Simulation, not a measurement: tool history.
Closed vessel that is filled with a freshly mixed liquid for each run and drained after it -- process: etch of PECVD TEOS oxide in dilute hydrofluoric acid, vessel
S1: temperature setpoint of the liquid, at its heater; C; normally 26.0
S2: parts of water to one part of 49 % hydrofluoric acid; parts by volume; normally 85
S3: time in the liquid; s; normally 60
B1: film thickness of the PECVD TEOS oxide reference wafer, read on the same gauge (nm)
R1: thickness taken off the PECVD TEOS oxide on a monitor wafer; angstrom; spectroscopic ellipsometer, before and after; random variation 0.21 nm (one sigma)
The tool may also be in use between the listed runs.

run,hour,S1,S2,S3,B1,R1
1,0.0,26.0,85,60,70.00,230.1
2,89.4,26.0,85,60,69.96,224.0
3,155.3,26.0,85,60,70.00,227.9
4,418.7,26.0,85,60,70.01,215.1
5,495.1,26.0,85,60,70.01,245.6
6,553.6,26.0,95,60,70.05,209.0
7,634.1,26.0,85,60,69.99,232.8
8,731.6,26.0,85,60,69.97,232.1
9,805.4,26.0,85,60,70.04,224.5
10,854.4,26.0,85,60,70.01,227.8
11,941.2,26.0,85,60,70.01,222.8
12,1028.3,24.5,85,60,69.97,207.8
13,1099.4,24.5,85,60,70.00,205.7
14,1200.2,26.0,85,60,69.97,216.5
15,1245.9,26.0,85,60,70.01,208.1
16,1301.0,26.0,85,60,70.00,234.4
17,1382.4,21.5,65,30,69.98,128.5
18,1456.0,24.0,85,40,69.97,141.6
19,1497.3,29.0,120,40,70.03,114.4
20,1619.7,26.0,120,60,70.05,148.7
21,1700.0,26.0,85,60,70.01,220.6
22,1737.9,26.0,110,60,70.01,164.9
23,1785.7,30.0,110,60,69.97,187.1
24,1847.9,27.5,85,60,69.99,249.3
25,1924.2,30.5,115,40,70.05,128.8
26,1970.3,26.0,85,60,69.97,231.2
27,2023.3,23.0,85,85,69.98,289.3
28,2118.5,26.0,85,60,69.98,224.3
29,2172.5,26.0,85,60,70.01,245.7
30,2343.3,26.0,85,60,70.02,240.2
31,2400.1,31.0,110,60,70.00,213.4
32,2493.9,22.5,85,45,69.97,149.8
33,2600.7,23.0,50,30,70.01,183.8

The log once held 5 entries between its listed runs, left out of this copy. Where does each go, and what is different about the tool's unlogged condition between the listed run before it and the listed run after it?
From run 4 to run 5: hydrofluoric acid flow meter replaced (hour 466.0)
  liquid colder than its thermometer reads (K): 1.23 -> 1.31; hydrofluoric acid flow below the setpoint (%): 10.4 -> 0.31
  measured less the result without the state, R1: -40.0 -> -13.9 angstrom
From run 12 to run 13: gauge calibrated (hour 1084.8)
  liquid colder than its thermometer reads (K): 1.89 -> 1.97; hydrofluoric acid flow below the setpoint (%): 5.89 -> 6.63
  measured less the result without the state, R1: -32.0 -> -34.5 angstrom
From run 15 to run 16: hydrofluoric acid flow meter replaced (hour 1300.5)
  liquid colder than its thermometer reads (K): 2.13 -> 2.19; hydrofluoric acid flow below the setpoint (%): 8.17 -> 0.0089
  measured less the result without the state, R1: -40.9 -> -21.3 angstrom
From run 23 to run 24: thermometer replaced (hour 1825.3)
  liquid colder than its thermometer reads (K): 2.72 -> 0.229; hydrofluoric acid flow below the setpoint (%): 5.08 -> 5.73
  measured less the result without the state, R1: -33.0 -> -19.4 angstrom
From run 28 to run 29: hydrofluoric acid flow meter replaced (hour 2145.4)
  liquid colder than its thermometer reads (K): 0.525 -> 0.584; hydrofluoric acid flow below the setpoint (%): 8.56 -> 0.575
  measured less the result without the state, R1: -28.7 -> -7.3 angstrom
